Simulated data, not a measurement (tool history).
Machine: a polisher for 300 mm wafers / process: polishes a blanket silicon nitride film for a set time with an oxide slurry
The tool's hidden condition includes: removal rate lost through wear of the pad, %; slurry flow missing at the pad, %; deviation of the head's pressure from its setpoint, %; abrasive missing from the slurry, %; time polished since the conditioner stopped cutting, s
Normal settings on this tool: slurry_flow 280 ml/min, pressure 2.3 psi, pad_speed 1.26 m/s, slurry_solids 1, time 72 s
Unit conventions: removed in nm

run,hour,slurry_flow,pressure,pad_speed,slurry_solids,time,wafers since the last listed run,wafers polished on this pad,hours since the slurry nozzle was cleaned,hours since the head pressure was calibrated,hours since the slurry blender was calibrated,hours since the conditioning disc was replaced,"incoming thickness of the incoming film, nm",removed
1,0,280,2.3,1.26,1,72,0,271,534.5,941,35.3,191.5,578.6,33
2,40,280,2.3,1.26,1,72,697,969,574.5,981,75.3,231.5,581.2,32.8
# hour 66.1: worn pad replaced by a new one
3,71.7,280,2.3,1.26,1,72,483,96,606.2,1012.7,107,263.2,584.8,32.4
4,99.6,280,2.3,1.26,1,72,486,583,634.1,1040.6,134.9,291.1,578.5,32.4
5,125.7,280,2.3,1.26,1,72,455,1038,660.2,1066.7,161,317.2,570.9,31.7
# hour 131.8: head pressure recalibrated
6,138,280,2.3,1.56,1,72,179,1218,672.5,6.2,173.3,329.5,584.5,37.4
# hour 158.7: worn pad replaced by a new one
# hour 160.7: slurry nozzle cleaned
# hour 166.4: slurry blender recalibrated
7,166.9,335,2.3,1.26,1,72,381,91,6.2,35.1,0.5,358.4,574.6,32.4
8,181,335,2.3,1.26,1,72,245,337,20.3,49.2,14.6,372.5,586.4,32.3
9,209.3,280,2.3,1.26,1,72,493,830,48.6,77.5,42.9,400.8,589.2,31.7
# hour 230.4: worn pad replaced by a new one
10,232.2,280,2.3,1.26,1,72,329,31,71.5,100.4,65.8,423.7,588.9,31
11,245.2,280,2.3,0.96,1,72,226,258,84.5,113.4,78.8,436.7,587.3,25.9

Estimate the outcome of run 12 from the log above:
12,265.2,280,2.7,1.48,0.7,61,348,607,104.5,133.4,98.8,456.7,574.2,?

removed: 25.1 nm
Take away the tool's hidden state, keep the run-to-run variation as it was, and the same run would have given removed 28 nm.
